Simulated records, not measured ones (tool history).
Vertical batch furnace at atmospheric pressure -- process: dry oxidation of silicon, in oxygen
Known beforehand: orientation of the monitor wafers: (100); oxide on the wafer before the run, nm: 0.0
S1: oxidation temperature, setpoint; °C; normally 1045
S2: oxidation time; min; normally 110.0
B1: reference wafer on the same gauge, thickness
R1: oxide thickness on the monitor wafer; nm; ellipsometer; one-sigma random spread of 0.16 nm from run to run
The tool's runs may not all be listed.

run   hour    S1     S2      B1      R1
  1    0.0  1051  110.0  123.55  113.10
  2   16.6  1051  110.0  123.40  112.78
  3   44.3  1045  125.5  123.25  117.20
  4   68.0  1045  110.0  123.12  107.55
  5   94.6  1045  110.0  123.07  107.47
  6  131.0  1045  110.0  122.93  107.44
  7  137.4  1045  110.0  122.95  107.45
  8  157.4  1045  110.0  122.89  107.05
  9  169.9  1045  157.0  122.90  135.70
 10  204.1  1036  131.5  122.88  112.25
 11  232.3  1045  110.0  123.96  108.39
 12  265.0  1031  124.5  123.62  104.19
 13  289.9  1045  110.0  123.36  107.95
 14  306.7  1067  140.0  123.29  149.43
 15  318.9  1031   93.5  123.25   85.91
 16  331.7  1067  140.0  123.19  149.10

Taken out of this log: 3 entries between the listed runs. Where each belongs, and how the hidden state differs across it:
From run 5 to run 6: boat lift adjusted (hour 130.5)
  gauge reads high (%): -0.773 -> -0.848
  difference, measured minus the result without the unlogged condition, R1: -0.83 -> -0.92 nm
From run 10 to run 11: gauge calibrated (hour 222.0)
  gauge reads high (%): -0.938 -> -0.0436
  difference, measured minus the result without the unlogged condition, R1: -1.06 -> -0.05 nm
From run 11 to run 12: thermocouples replaced and temperature profile calibrated (hour 264.5)
  gauge reads high (%): -0.0436 -> -0.32
  difference, measured minus the result without the unlogged condition, R1: -0.05 -> -0.33 nm

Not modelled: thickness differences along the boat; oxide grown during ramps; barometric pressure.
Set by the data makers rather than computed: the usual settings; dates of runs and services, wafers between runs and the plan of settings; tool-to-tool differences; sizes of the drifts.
